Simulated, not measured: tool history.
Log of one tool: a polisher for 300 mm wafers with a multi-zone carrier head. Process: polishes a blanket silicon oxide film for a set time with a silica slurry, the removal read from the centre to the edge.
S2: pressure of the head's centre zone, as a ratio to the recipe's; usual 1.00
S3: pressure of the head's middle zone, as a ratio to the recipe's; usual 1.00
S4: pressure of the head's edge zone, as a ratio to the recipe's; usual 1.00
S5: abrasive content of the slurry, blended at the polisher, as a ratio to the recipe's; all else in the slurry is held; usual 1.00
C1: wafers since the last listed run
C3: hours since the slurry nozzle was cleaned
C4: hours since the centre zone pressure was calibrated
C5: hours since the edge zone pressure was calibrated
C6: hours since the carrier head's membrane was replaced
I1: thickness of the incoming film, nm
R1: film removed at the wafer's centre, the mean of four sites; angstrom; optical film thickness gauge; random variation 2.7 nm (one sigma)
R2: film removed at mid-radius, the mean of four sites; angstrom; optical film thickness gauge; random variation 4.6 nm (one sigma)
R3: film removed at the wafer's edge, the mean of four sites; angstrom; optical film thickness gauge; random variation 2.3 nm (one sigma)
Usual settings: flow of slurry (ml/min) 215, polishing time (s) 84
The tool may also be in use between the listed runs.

Run 1, hour 0.0: usual settings but S4 1.09, S5 0.85; C1 0; wafers polished on this pad 670; C3 368.9; C4 22.5; C5 678.5; C6 815.4; I1 1115.7. Result: R1 3046 angstrom, R2 3146 angstrom, R3 3143 angstrom.
Run 2, hour 48.1: usual settings but S4 1.09, S5 0.85; C1 263; wafers polished on this pad 933; C3 417.0; C4 70.6; C5 726.6; C6 863.5; I1 1104.3. Result: R1 3069 angstrom, R2 3126 angstrom, R3 3119 angstrom.
At hour 83.2: slurry nozzle cleaned.
Run 3, hour 88.0: usual settings but S4 1.09, S5 0.85; C1 213; wafers polished on this pad 1147; C3 4.8; C4 110.5; C5 766.5; C6 903.4; I1 1086.0. Result: R1 3054 angstrom, R2 3095 angstrom, R3 3109 angstrom.
At hour 110.3: worn pad replaced by a new one.
Run 4, hour 113.7: usual settings but flow of slurry (ml/min) 230; C1 118; wafers polished on this pad 18; C3 30.5; C4 136.2; C5 792.2; C6 929.1; I1 1108.9. Result: R1 3417 angstrom, R2 3439 angstrom, R3 3459 angstrom.
Run 5, hour 160.2: usual settings; C1 254; wafers polished on this pad 273; C3 77.0; C4 182.7; C5 838.7; C6 975.6; I1 1093.2. Result: R1 3376 angstrom, R2 3490 angstrom, R3 3414 angstrom.
Run 6, hour 230.5: usual settings; C1 385; wafers polished on this pad 658; C3 147.3; C4 253.0; C5 909.0; C6 1045.9; I1 1111.6. Result: R1 3401 angstrom, R2 3435 angstrom, R3 3368 angstrom.
Run 7, hour 294.8: usual settings; C1 352; wafers polished on this pad 1011; C3 211.6; C4 317.3; C5 973.3; C6 1110.2; I1 1093.6. Result: R1 3405 angstrom, R2 3425 angstrom, R3 3375 angstrom.
At hour 352.0: worn pad replaced by a new one.
Run 8, hour 352.5: usual settings; C1 294; wafers polished on this pad 2; C3 269.3; C4 375.0; C5 1031.0; C6 1167.9; I1 1106.9. Result: R1 3345 angstrom, R2 3485 angstrom, R3 3398 angstrom.
Run 9, hour 418.2: usual settings; C1 360; wafers polished on this pad 362; C3 335.0; C4 440.7; C5 1096.7; C6 1233.6; I1 1101.3. Result: R1 3363 angstrom, R2 3468 angstrom, R3 3384 angstrom.
Run 10, hour 446.0: usual settings; C1 152; wafers polished on this pad 515; C3 362.8; C4 468.5; C5 1124.5; C6 1261.4; I1 1106.6. Result: R1 3325 angstrom, R2 3494 angstrom, R3 3391 angstrom.
Run 11, hour 503.6: usual settings but flow of slurry (ml/min) 230; C1 315; wafers polished on this pad 831; C3 420.4; C4 526.1; C5 1182.1; C6 1319.0; I1 1100.0. Result: R1 3409 angstrom, R2 3369 angstrom, R3 3389 angstrom.
At hour 555.3: carrier head's membrane replaced by a new one.
At hour 567.4: worn pad replaced by a new one.
At hour 581.9: centre zone pressure recalibrated.
At hour 586.1: slurry nozzle cleaned.
At hour 642.7: edge zone pressure recalibrated.
Run 12, hour 709.2: usual settings but flow of slurry (ml/min) 245, S2 1.04, S4 0.96, polishing time (s) 66; C1 1050; wafers polished on this pad 750; C3 123.1; C4 127.3; C5 66.5; C6 153.9; I1 1084.8. Result: R1 2821 angstrom, R2 2723 angstrom, R3 2642 angstrom.
Run 13, hour 753.8: usual settings but flow of slurry (ml/min) 275, S2 0.92; C1 244; wafers polished on this pad 994; C3 167.7; C4 171.9; C5 111.1; C6 198.5; I1 1098.3. Result: R1 3178 angstrom, R2 3550 angstrom, R3 3414 angstrom.
At hour 797.7: worn pad replaced by a new one.
Run 14, hour 800.7: usual settings but S3 0.94; C1 235; wafers polished on this pad 16; C3 214.6; C4 218.8; C5 158.0; C6 245.4; I1 1099.0. Result: R1 3340 angstrom, R2 3220 angstrom, R3 3364 angstrom.
Run 15, hour 851.6: usual settings but flow of slurry (ml/min) 240, S2 1.06, S5 1.30; C1 279; wafers polished on this pad 295; C3 265.5; C4 269.7; C5 208.9; C6 296.3; I1 1099.1. Result: R1 4222 angstrom, R2 4042 angstrom, R3 3917 angstrom.
Run 16, hour 971.9: usual settings but flow of slurry (ml/min) 235, S2 0.89, S4 1.10, S5 0.80; C1 659; wafers polished on this pad 955; C3 385.8; C4 390.0; C5 329.2; C6 416.6; I1 1116.5. Result: R1 2629 angstrom, R2 3042 angstrom, R3 3019 angstrom.
Run 17, hour 1009.1: usual settings but flow of slurry (ml/min) 145, S2 0.91, S3 1.07, S5 1.15; C1 203; wafers polished on this pad 1159; C3 423.0; C4 427.2; C5 366.4; C6 453.8; I1 1087.0. Result: R1 3118 angstrom, R2 3705 angstrom, R3 3542 angstrom.
At hour 1058.4: worn pad replaced by a new one.
At hour 1124.7: slurry nozzle cleaned.
Run 18, hour 1172.2: usual settings but S2 1.09; C1 866; wafers polished on this pad 618; C3 47.5; C4 590.3; C5 529.5; C6 616.9; I1 1093.1. Result: R1 3713 angstrom, R2 3443 angstrom, R3 3380 angstrom.
At hour 1193.4: centre zone pressure recalibrated.
Run 19, hour 1234.6: usual settings; C1 331; wafers polished on this pad 949; C3 109.9; C4 41.2; C5 591.9; C6 679.3; I1 1089.3. Result: R1 3404 angstrom, R2 3422 angstrom, R3 3380 angstrom.

Forecast each of these 3 alternatives for the next run:
Run A, hour 1235.0: usual settings; C1 2; wafers polished on this pad 952; C3 110.3; C4 41.6; C5 592.3; C6 679.7; I1 1091.3. Result: R1 ?, R2 ?, R3 ?.
Run B, hour 1235.0: usual settings but S2 1.07, S3 0.95, polishing time (s) 73; C1 2; wafers polished on this pad 952; C3 110.3; C4 41.6; C5 592.3; C6 679.7; I1 1091.3. Result: R1 ?, R2 ?, R3 ?.
Run C, hour 1235.0: usual settings but S2 0.91, S3 0.91; C1 2; wafers polished on this pad 952; C3 110.3; C4 41.6; C5 592.3; C6 679.7; I1 1091.3. Result: R1 ?, R2 ?, R3 ?.

run    R1    R2    R3
  A  3399  3341  3404
  B  3161  2780  2960
  C  3089  3089  3408
Without the tool's hidden state the same runs would have given:
run    R1    R2    R3
  A  3399  3341  3404
  B  3161  2780  2960
  C  3089  3089  3408
